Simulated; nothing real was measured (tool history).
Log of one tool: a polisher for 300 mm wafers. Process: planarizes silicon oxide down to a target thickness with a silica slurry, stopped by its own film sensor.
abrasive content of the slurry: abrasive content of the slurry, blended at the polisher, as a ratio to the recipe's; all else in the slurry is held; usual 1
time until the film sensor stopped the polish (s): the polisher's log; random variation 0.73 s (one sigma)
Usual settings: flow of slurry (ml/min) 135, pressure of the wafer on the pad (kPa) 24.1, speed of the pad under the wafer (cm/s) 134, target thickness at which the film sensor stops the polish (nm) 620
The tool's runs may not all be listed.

run	hour	flow of slurry (ml/min)	pressure of the wafer on the pad (kPa)	speed of the pad under the wafer (cm/s)	abrasive content of the slurry	target thickness at which the film sensor stops the polish (nm)	incoming thickness of the incoming film, nm	time until the film sensor stopped the polish (s)
1	0	135	24.1	134	0.8	620	817.2	79.6
2	6.4	135	24.1	134	1	620	836.4	78.5
3	21.3	135	24.1	134	1	620	840.7	78.7
# hour 28.7: worn pad replaced by a new one
# hour 35.8: slurry blender recalibrated
4	36.3	135	24.1	102	1	620	828.5	88.1
5	49.3	135	24.1	102	1	620	825.1	85.1
6	62.4	135	24.1	102	1	620	818	83
7	73.6	135	24.1	134	1	598	842.4	84.2
8	85.7	135	24.1	134	1	598	822.6	77.3
9	93	135	24.1	158	1	620	839.1	67.4
10	104.5	135	24.1	158	1	620	832.6	66.2
11	116.6	135	24.1	134	1	620	843.2	77.1
12	130.1	135	29	134	1	620	825	60.9
13	141.2	135	24.1	158	1	620	816.4	62
# hour 144.6: conditioning disc replaced and pad reconditioned
# hour 152.6: slurry blender recalibrated
14	153.1	135	24.1	134	1	620	838.8	79.5
15	164.1	135	17.9	164	1.1	685	827.8	56.5
# hour 174.1: worn pad replaced by a new one
16	179	165	28.3	134	1.2	668	829.4	41.5
# hour 187.4: head pressure recalibrated
17	196.2	110	31.7	134	1	620	827	56.8
18	206.9	135	24.1	134	1.25	620	825.4	64.7
# hour 211.5: slurry nozzle cleaned
19	223.8	135	24.1	134	0.9	565	836	99.2
20	235.7	90	20	134	1.25	591	836.8	102
21	251.4	110	24.1	96	0.75	591	821.6	129.5
22	264.5	165	24.1	164	1	620	840.2	64.2

3 ways to go on from here, each from the tool as it stands after run 22. What would each give?
A	264.9	135	24.1	134	1	620	839	?
B	264.9	155	32.4	146	1	620	839	?
C	264.9	135	29.6	134	1.15	620	839	?

run	time until the film sensor stopped the polish (s)
A	77.6
B	52.9
C	58.8
Without the tool's hidden state the same runs would have given:
run	time until the film sensor stopped the polish (s)
A	74.9
B	51
C	56.8

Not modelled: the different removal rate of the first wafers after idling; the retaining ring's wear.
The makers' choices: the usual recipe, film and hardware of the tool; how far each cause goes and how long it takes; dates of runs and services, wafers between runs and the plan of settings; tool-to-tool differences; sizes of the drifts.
